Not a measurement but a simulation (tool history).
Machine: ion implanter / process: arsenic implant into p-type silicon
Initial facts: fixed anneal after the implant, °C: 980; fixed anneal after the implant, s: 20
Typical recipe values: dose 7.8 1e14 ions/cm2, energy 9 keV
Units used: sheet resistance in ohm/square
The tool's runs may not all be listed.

run	hour	dose	energy	wafers since the last listed run	hours since the last dose calibration	hours since the extraction supply was calibrated	hours since the gauge calibration	read-back reference wafer on the same gauge, sheet resistance	sheet resistance
1	0	7.8	10	0	593.2	1692.5	3.2	233.95	205.99
2	14	7.8	10	312	607.2	1706.5	17.2	234.14	207.22
3	27	9.48	9	290	620.2	1719.5	30.2	233.88	198.67
4	37.3	9.48	9	229	630.5	1729.8	40.5	233.98	199.03
5	45.9	9.48	9	191	639.1	1738.4	49.1	233.99	197.55
6	83	7.8	9	827	676.2	1775.5	86.2	233.85	210.38
7	97.1	7.8	9	314	690.3	1789.6	100.3	233.97	211.07
8	113.5	7.8	9	365	706.7	1806	116.7	234.14	210.56
9	122.5	7.8	7	200	715.7	1815	125.7	233.96	219.4
10	129	7.8	7	145	722.2	1821.5	132.2	234.08	220.35
11	135.9	7.8	7	153	729.1	1828.4	139.1	233.95	219.83
12	146.5	8.62	9	236	739.7	1839	149.7	233.94	204.03
13	162.1	8.62	9	348	755.3	1854.6	165.3	234.09	204.33
14	177.4	7.8	9	341	770.6	1869.9	180.6	234.1	210.07
# hour 188.2: Faraday cup replaced and dose calibrated
15	224.2	7.8	9	865	36	1916.7	227.4	234.02	210.03
16	239.4	7.8	9	339	51.2	1931.9	242.6	234.03	211.52
17	255.9	8.62	10.5	368	67.7	1948.4	259.1	233.78	197.38
18	269.8	7.12	7.5	310	81.6	1962.3	273	233.96	224.8
19	276.8	9.52	10	156	88.6	1969.3	280	234.03	194.07
20	284	7.8	9	160	95.8	1976.5	287.2	233.92	211.36
# hour 292.6: extraction supply calibrated
21	300.9	9.03	11	198	112.7	8.3	304.1	233.93	193.53
22	313.5	6.8	9	281	125.3	20.9	316.7	233.97	222.66
23	358.9	5.54	7.5	1012	170.7	66.3	362.1	233.79	251.11
24	368.8	6.43	6	220	180.6	76.2	372	233.9	242.28
25	377.6	6.03	9	196	189.4	85	380.8	233.93	235
# hour 388.1: gauge calibrated
26	390.1	6.05	11.5	278	201.9	97.5	2	233.99	228.03
27	404.6	6.92	10.5	323	216.4	112	16.5	233.97	215.71
28	417.1	6.02	12	278	228.9	124.5	29	234.11	227.25
29	434.5	7.8	7	388	246.3	141.9	46.4	233.99	219.52
30	451.1	6.69	8	370	262.9	158.5	63	234.02	229.07
31	467.5	9.8	12	365	279.3	174.9	79.4	233.9	184.57
32	479.7	7.8	8	272	291.5	187.1	91.6	234.07	215.82
33	491.2	7.8	9	256	303	198.6	103.1	234.09	211.56

Across each entry between runs, compare the hidden state at the last listed run before it with the hidden state at the first listed run after it:
Between runs 14 and 15: Faraday cup replaced and dose calibrated (hour 188.2)
  nothing in the hidden state changes from one run to the other
Between runs 20 and 21: extraction supply calibrated (hour 292.6)
  nothing in the hidden state changes from one run to the other
Between runs 25 and 26: gauge calibrated (hour 388.1)
  nothing in the hidden state changes from one run to the other

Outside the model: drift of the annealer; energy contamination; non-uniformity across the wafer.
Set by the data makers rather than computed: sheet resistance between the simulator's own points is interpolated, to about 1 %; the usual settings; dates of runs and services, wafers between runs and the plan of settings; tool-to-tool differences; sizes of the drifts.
